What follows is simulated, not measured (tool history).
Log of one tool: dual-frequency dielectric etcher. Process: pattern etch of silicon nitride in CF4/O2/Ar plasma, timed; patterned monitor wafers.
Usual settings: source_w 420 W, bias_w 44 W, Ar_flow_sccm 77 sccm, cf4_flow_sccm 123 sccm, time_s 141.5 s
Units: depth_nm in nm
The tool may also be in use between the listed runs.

| run | hour | source_w | bias_w | Ar_flow_sccm | cf4_flow_sccm | time_s | read-back reference wafer on the same gauge, depth_nm | depth_nm |
|---|---|---|---|---|---|---|---|---|
| 1 | 0.0 | 420 | 44 | 77 | 123 | 141.5 | 240.2 | 219.8 |
|  | 13.1 | bias power generator calibrated |
| 2 | 53.1 | 460 | 52 | 77 | 123 | 181.5 | 240.2 | 328.8 |
| 3 | 78.7 | 420 | 44 | 61 | 95 | 141.5 | 239.9 | 219.8 |
| 4 | 104.6 | 460 | 40 | 66 | 123 | 166.5 | 240.1 | 283.1 |
| 5 | 134.8 | 420 | 44 | 77 | 123 | 141.5 | 239.9 | 220.9 |
| 6 | 184.6 | 420 | 44 | 77 | 123 | 141.5 | 240.0 | 221.9 |
|  | 255.4 | wet clean of the chamber |
| 7 | 255.9 | 420 | 44 | 72 | 152 | 141.5 | 239.9 | 220.1 |
| 8 | 266.7 | 420 | 44 | 77 | 123 | 141.5 | 240.1 | 214.0 |
| 9 | 314.3 | 420 | 37 | 92 | 123 | 180.5 | 240.0 | 254.0 |
| 10 | 348.3 | 350 | 39 | 87 | 135 | 141.5 | 240.1 | 170.3 |
| 11 | 381.4 | 420 | 49 | 77 | 123 | 121.0 | 240.1 | 191.8 |
|  | 386.5 | gauge calibrated |
|  | 411.7 | source power generator calibrated |
| 12 | 440.7 | 420 | 53 | 90 | 123 | 141.5 | 240.1 | 226.1 |
| 13 | 495.2 | 420 | 53 | 77 | 123 | 118.0 | 240.1 | 191.4 |
| 14 | 543.4 | 420 | 44 | 77 | 123 | 141.5 | 240.2 | 218.1 |
| 15 | 583.2 | 420 | 34 | 77 | 110 | 141.5 | 239.8 | 199.0 |
| 16 | 627.7 | 420 | 44 | 77 | 148 | 141.5 | 240.0 | 222.0 |
| 17 | 679.1 | 360 | 44 | 77 | 123 | 141.5 | 239.7 | 185.8 |
| 18 | 711.9 | 420 | 44 | 93 | 123 | 141.5 | 239.9 | 216.0 |
| 19 | 775.2 | 330 | 44 | 62 | 105 | 141.5 | 240.2 | 170.8 |
| 20 | 800.4 | 500 | 44 | 77 | 123 | 141.5 | 240.0 | 267.2 |
| 21 | 858.8 | 460 | 35 | 77 | 123 | 141.5 | 240.1 | 227.4 |

Forecast each of these 4 alternatives for the next run:
| A | 859.3 | 420 | 44 | 77 | 111 | 141.5 | ? | ? |
| B | 859.3 | 350 | 44 | 77 | 123 | 141.5 | ? | ? |
| C | 859.3 | 420 | 44 | 67 | 154 | 141.5 | ? | ? |
| D | 859.3 | 450 | 44 | 77 | 123 | 141.5 | ? | ? |

| run | read-back reference wafer on the same gauge, depth_nm | depth_nm |
|---|---|---|
| A | 240.0 | 219.7 |
| B | 240.0 | 182.3 |
| C | 240.0 | 230.2 |
| D | 240.0 | 239.0 |
Without the tool's hidden state the same runs would have given:
| run | depth_nm |
|---|---|
| A | 212.6 |
| B | 176.4 |
| C | 222.8 |
| D | 231.3 |

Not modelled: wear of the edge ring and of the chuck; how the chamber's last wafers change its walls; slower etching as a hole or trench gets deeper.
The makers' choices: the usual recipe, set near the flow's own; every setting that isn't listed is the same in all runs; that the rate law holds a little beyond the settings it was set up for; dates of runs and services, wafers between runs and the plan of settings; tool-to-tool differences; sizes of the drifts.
